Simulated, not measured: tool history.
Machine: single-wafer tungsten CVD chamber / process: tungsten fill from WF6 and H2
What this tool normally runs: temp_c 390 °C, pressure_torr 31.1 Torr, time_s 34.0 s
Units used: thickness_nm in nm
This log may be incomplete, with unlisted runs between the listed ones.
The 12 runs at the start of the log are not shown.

| run | day | temp_c | pressure_torr | time_s | wafers since the last listed run | hours since the last thermocouple change | hours since the last manometer calibration | hours since the showerhead was replaced | hours since the gauge calibration | read-back reference wafer on the same gauge, thickness_nm | thickness_nm |
|---|---|---|---|---|---|---|---|---|---|---|---|
| 13 | 12.229 | 403 | 24.3 | 34.0 | 875 | 2755.7 | 41.1 | 172.7 | 1037.8 | 77.512 | 97.100 |
| 14 | 12.733 | 390 | 23.7 | 38.9 | 278 | 2767.8 | 53.2 | 184.8 | 1049.9 | 77.537 | 88.380 |
|  | 13.425 | gauge calibrated |
| 15 | 13.725 | 376 | 38.3 | 30.7 | 548 | 2791.6 | 77.0 | 208.6 | 7.2 | 77.562 | 74.516 |
| 16 | 14.596 | 390 | 31.1 | 34.0 | 481 | 2812.5 | 97.9 | 229.5 | 28.1 | 77.529 | 92.451 |
| 17 | 15.483 | 390 | 31.1 | 34.0 | 490 | 2833.8 | 119.2 | 250.8 | 49.4 | 77.563 | 92.643 |
|  | 16.821 | thermocouple changed; heater temperature recalibrated |
| 18 | 16.842 | 395 | 25.5 | 34.0 | 566 | 0.5 | 151.8 | 283.4 | 82.0 | 77.561 | 81.669 |
| 19 | 17.721 | 390 | 29.1 | 30.2 | 485 | 21.6 | 172.9 | 304.5 | 103.1 | 77.437 | 72.409 |
| 20 | 18.946 | 404 | 35.3 | 39.1 | 677 | 51.0 | 202.3 | 333.9 | 132.5 | 77.545 | 133.545 |
| 21 | 19.450 | 395 | 24.7 | 28.9 | 278 | 63.1 | 214.4 | 346.0 | 144.6 | 77.508 | 68.083 |
| 22 | 20.725 | 390 | 31.1 | 34.0 | 704 | 93.7 | 245.0 | 376.6 | 175.2 | 77.525 | 85.445 |
| 23 | 22.121 | 390 | 31.1 | 34.0 | 771 | 127.2 | 278.5 | 410.1 | 208.7 | 77.562 | 85.110 |
| 24 | 23.021 | 398 | 23.4 | 34.0 | 497 | 148.8 | 300.1 | 431.7 | 230.3 | 77.567 | 81.043 |
| 25 | 24.304 | 390 | 34.4 | 31.3 | 709 | 179.6 | 330.9 | 462.5 | 261.1 | 77.500 | 83.573 |
| 26 | 25.388 | 390 | 24.2 | 35.8 | 598 | 205.6 | 356.9 | 488.5 | 287.1 | 77.503 | 76.255 |
| 27 | 26.775 | 394 | 35.7 | 34.0 | 766 | 238.9 | 390.2 | 521.8 | 320.4 | 77.484 | 98.831 |
| 28 | 27.771 | 398 | 37.0 | 35.9 | 550 | 262.8 | 414.1 | 545.7 | 344.3 | 77.501 | 113.625 |
| 29 | 29.112 | 390 | 31.1 | 34.0 | 741 | 295.0 | 446.3 | 577.9 | 376.5 | 77.547 | 85.014 |
| 30 | 30.558 | 403 | 31.1 | 30.9 | 799 | 329.7 | 481.0 | 612.6 | 411.2 | 77.523 | 95.815 |
| 31 | 31.746 | 390 | 36.9 | 34.0 | 656 | 358.2 | 509.5 | 641.1 | 439.7 | 77.542 | 94.216 |
| 32 | 32.467 | 390 | 31.1 | 34.0 | 398 | 375.5 | 526.8 | 658.4 | 457.0 | 77.495 | 84.944 |
| 33 | 33.229 | 399 | 33.5 | 27.7 | 421 | 393.8 | 545.1 | 676.7 | 475.3 | 77.480 | 83.909 |
| 34 | 34.592 | 377 | 37.9 | 40.3 | 752 | 426.5 | 577.8 | 709.4 | 508.0 | 77.462 | 89.885 |
| 35 | 38.217 | 390 | 31.1 | 34.0 | 2003 | 513.5 | 664.8 | 796.4 | 595.0 | 77.532 | 84.924 |

What if the next run were any one of these 3? Each begins from the tool's condition after run 35:
| A | 38.233 | 390 | 31.1 | 34.0 | 9 | 513.9 | 665.2 | 796.8 | 595.4 | ? | ? |
| B | 38.233 | 390 | 38.7 | 34.0 | 9 | 513.9 | 665.2 | 796.8 | 595.4 | ? | ? |
| C | 38.233 | 390 | 31.1 | 36.8 | 9 | 513.9 | 665.2 | 796.8 | 595.4 | ? | ? |

| run | read-back reference wafer on the same gauge, thickness_nm | thickness_nm |
|---|---|---|
| A | 77.514 | 84.856 |
| B | 77.514 | 96.482 |
| C | 77.514 | 91.870 |
Take away the tool's hidden state, keep each run's random variation, and the runs would have read:
| run | thickness_nm |
|---|---|
| A | 86.003 |
| B | 97.766 |
| C | 93.113 |
